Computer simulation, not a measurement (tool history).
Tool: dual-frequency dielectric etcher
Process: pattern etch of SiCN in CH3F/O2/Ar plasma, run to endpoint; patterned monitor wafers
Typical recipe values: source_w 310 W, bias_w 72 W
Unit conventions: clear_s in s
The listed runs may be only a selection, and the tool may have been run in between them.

run	day	source_w	bias_w	incoming incoming film thickness, nm	clear_s
1	0	310	72	10.29	30.4
2	3.633	310	72	10.11	29.7
3	7.746	310	72	10.23	30.3
4	11.4	290	72	10.32	31.5
5	15.208	290	72	10.11	30.3
# day 16.654: wet clean of the chamber
6	17.758	310	61	10.26	31.7
7	19.346	310	61	10.07	31
8	21.704	310	61	10.2	31.5
9	24.504	310	72	10.21	30.3
10	26.008	310	72	10.25	30.3
# day 28.721: upper electrode replaced
11	29.158	310	72	10.2	30.1
12	32.412	310	72	10.29	30.1
13	36.654	330	58	10.26	31.7
# day 38.454: bias power generator calibrated
14	38.475	370	81	10.11	26.4
15	42.838	380	66	10.14	27.9
16	46.221	390	88	10.25	25.2
# day 49.625: wet clean of the chamber
17	50.425	310	72	10.16	29.7
18	53.346	310	56	10.29	33.2
19	55.454	270	89	10.14	29.6
20	58.071	230	54	10.23	38.4
21	62.317	230	72	10.16	34.6
# day 63.742: source power generator calibrated
22	66.588	370	67	10.16	28.2
# day 75.346: wet clean of the chamber
23	75.962	240	86	10.23	31.9
24	78	270	86	10.26	30.4
25	81.012	310	84	10.19	28.6
26	84.383	240	88	10.26	32
27	86.683	310	72	10.23	30.3
28	90.046	240	65	10.22	35.4
29	92.408	260	59	10.25	35.2
30	96.017	270	78	10.22	31.5
31	100.242	360	72	10.22	28.4
32	102.638	380	79	10.22	26.6
33	105.446	240	55	10.11	37.1
# day 106.496: wet clean of the chamber
34	109.817	310	72	10.27	30.2

Predict each of these 5 candidate next runs independently; none follows another, all start after run 34:
A	109.833	340	72	10.21	?
B	109.833	380	89	10.21	?
C	109.833	310	87	10.21	?
D	109.833	240	72	10.21	?
E	109.833	280	67	10.21	?

run	clear_s
A	28.7
B	25.4
C	28.1
D	33.9
E	32.2
Had the tool no hidden state, the same runs would have come out as:
run	clear_s
A	28.7
B	25.4
C	28.1
D	33.9
E	32.2

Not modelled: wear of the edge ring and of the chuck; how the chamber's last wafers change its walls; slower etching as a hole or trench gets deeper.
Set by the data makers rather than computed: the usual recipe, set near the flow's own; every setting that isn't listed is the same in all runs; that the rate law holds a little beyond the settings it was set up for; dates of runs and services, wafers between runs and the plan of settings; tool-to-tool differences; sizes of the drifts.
